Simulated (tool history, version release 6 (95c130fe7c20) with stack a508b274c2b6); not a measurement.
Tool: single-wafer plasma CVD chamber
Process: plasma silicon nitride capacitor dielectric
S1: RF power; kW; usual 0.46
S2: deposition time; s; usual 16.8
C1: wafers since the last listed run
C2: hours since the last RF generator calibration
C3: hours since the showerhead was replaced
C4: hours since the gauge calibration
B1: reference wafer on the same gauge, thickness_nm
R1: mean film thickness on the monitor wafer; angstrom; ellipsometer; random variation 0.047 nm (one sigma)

run	hour	S1	S2	C1	C2	C3	C4	B1	R1
1	0	0.51	16.8	0	804.3	4829.6	433.1	25.803	246.28
2	41.8	0.51	16.8	665	846.1	4871.4	474.9	25.794	246.79
# hour 46.1: gauge calibrated
3	107.8	0.51	16.8	1050	912.1	4937.4	61.7	25.805	245.81
4	140.3	0.46	15.1	517	944.6	4969.9	94.2	25.803	216.57
5	172.7	0.46	15.1	515	977	5002.3	126.6	25.807	216.04
6	233.4	0.39	16.8	965	1037.7	5063	187.3	25.809	231.84
7	282.5	0.46	14.8	781	1086.8	5112.1	236.4	25.799	211.31
8	335.5	0.375	16.8	843	1139.8	5165.1	289.4	25.815	228.29
# hour 445: showerhead replaced
9	499.3	0.485	18.6	2479	1303.6	54.3	453.2	25.793	267.49
# hour 506.2: gauge calibrated
10	550.9	0.535	19.3	821	1355.2	105.9	44.7	25.805	283.31
# hour 560.5: RF generator calibrated
11	599	0.38	14.5	638	38.5	154	92.8	25.808	201.08
12	642.3	0.39	16.8	689	81.8	197.3	136.1	25.806	234.11
13	669.6	0.43	18.3	434	109.1	224.6	163.4	25.8	260.07
14	734.8	0.405	14.2	1037	174.3	289.8	228.6	25.801	198.67

Forecast each of these 4 alternatives for the next run:
A	735.2	0.4	16.8	6	174.7	290.2	229	?	?
B	735.2	0.41	15.3	6	174.7	290.2	229	?	?
C	735.2	0.385	14.5	6	174.7	290.2	229	?	?
D	735.2	0.385	18.6	6	174.7	290.2	229	?	?

run	B1	R1
A	25.798	234.91
B	25.798	215.06
C	25.798	201.13
D	25.798	258.01
Without the tool's hidden state the same runs would have given:
run	R1
A	235.2
B	215.32
C	201.38
D	258.33
